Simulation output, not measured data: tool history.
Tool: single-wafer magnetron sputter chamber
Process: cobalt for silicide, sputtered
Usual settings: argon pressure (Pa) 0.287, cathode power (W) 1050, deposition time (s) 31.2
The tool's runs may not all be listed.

| run | hour | argon pressure (Pa) | cathode power (W) | deposition time (s) | read-back reference wafer on the same gauge, thickness_nm | mean film thickness on the monitor wafer (Å) |
|---|---|---|---|---|---|---|
| 1 | 0.0 | 0.287 | 1050 | 31.2 | 16.801 | 163.21 |
|  | 8.8 | sputter target and shields replaced |
| 2 | 76.2 | 0.287 | 1150 | 31.2 | 16.807 | 179.37 |
| 3 | 95.2 | 0.287 | 1150 | 31.2 | 16.807 | 179.10 |
| 4 | 113.1 | 0.287 | 1050 | 31.2 | 16.802 | 163.62 |
|  | 142.2 | sputter target and shields replaced |
| 5 | 142.7 | 0.287 | 1050 | 31.2 | 16.804 | 165.02 |
| 6 | 164.8 | 0.287 | 1050 | 31.2 | 16.800 | 164.36 |
| 7 | 180.5 | 0.287 | 1050 | 31.2 | 16.799 | 164.00 |
| 8 | 204.6 | 0.287 | 1050 | 31.2 | 16.793 | 163.75 |
| 9 | 225.2 | 0.287 | 1050 | 31.2 | 16.797 | 163.70 |
| 10 | 238.1 | 0.287 | 1050 | 31.2 | 16.797 | 163.50 |
| 11 | 254.4 | 0.287 | 1050 | 31.2 | 16.799 | 163.11 |
|  | 273.7 | sputter target and shields replaced |
|  | 299.5 | capacitance manometer re-zeroed and calibrated |
| 12 | 347.2 | 0.287 | 1050 | 27.2 | 16.792 | 144.23 |
| 13 | 369.1 | 0.287 | 950 | 28.8 | 16.797 | 137.77 |
| 14 | 402.3 | 0.287 | 1300 | 28.6 | 16.794 | 187.20 |
| 15 | 423.6 | 0.287 | 1050 | 31.2 | 16.802 | 165.41 |
|  | 433.1 | sputter target and shields replaced |
| 16 | 439.0 | 0.287 | 1050 | 31.2 | 16.804 | 166.26 |
| 17 | 468.5 | 0.287 | 1200 | 31.2 | 16.798 | 189.23 |
|  | 480.0 | gauge calibrated |
|  | 492.4 | magnet pack replaced |
| 18 | 492.9 | 0.184 | 850 | 29.2 | 16.791 | 130.54 |
| 19 | 539.7 | 0.397 | 1050 | 34.7 | 16.803 | 174.94 |
| 20 | 563.6 | 0.225 | 800 | 36.4 | 16.796 | 149.81 |
|  | 596.0 | sputter target and shields replaced |
| 21 | 596.5 | 0.287 | 1050 | 31.2 | 16.807 | 165.89 |
| 22 | 627.6 | 0.198 | 1050 | 31.2 | 16.805 | 171.83 |
| 23 | 654.5 | 0.222 | 800 | 26.5 | 16.798 | 109.64 |
| 24 | 682.2 | 0.327 | 1200 | 27.2 | 16.801 | 161.37 |
| 25 | 703.5 | 0.327 | 1200 | 27.2 | 16.796 | 160.67 |
|  | 744.8 | sputter target and shields replaced |
| 26 | 745.3 | 0.363 | 850 | 27.6 | 16.804 | 115.04 |

Forecast each of these 3 alternatives for the next run:
| A | 745.7 | 0.287 | 1050 | 31.2 | ? | ? |
| B | 745.7 | 0.318 | 850 | 25.3 | ? | ? |
| C | 745.7 | 0.219 | 1150 | 27.7 | ? | ? |

| run | read-back reference wafer on the same gauge, thickness_nm | mean film thickness on the monitor wafer (Å) |
|---|---|---|
| A | 16.809 | 165.60 |
| B | 16.809 | 107.28 |
| C | 16.809 | 165.80 |
Without the tool's hidden state the same runs would have given:
| run | mean film thickness on the monitor wafer (Å) |
|---|---|
| A | 167.92 |
| B | 108.95 |
| C | 167.55 |
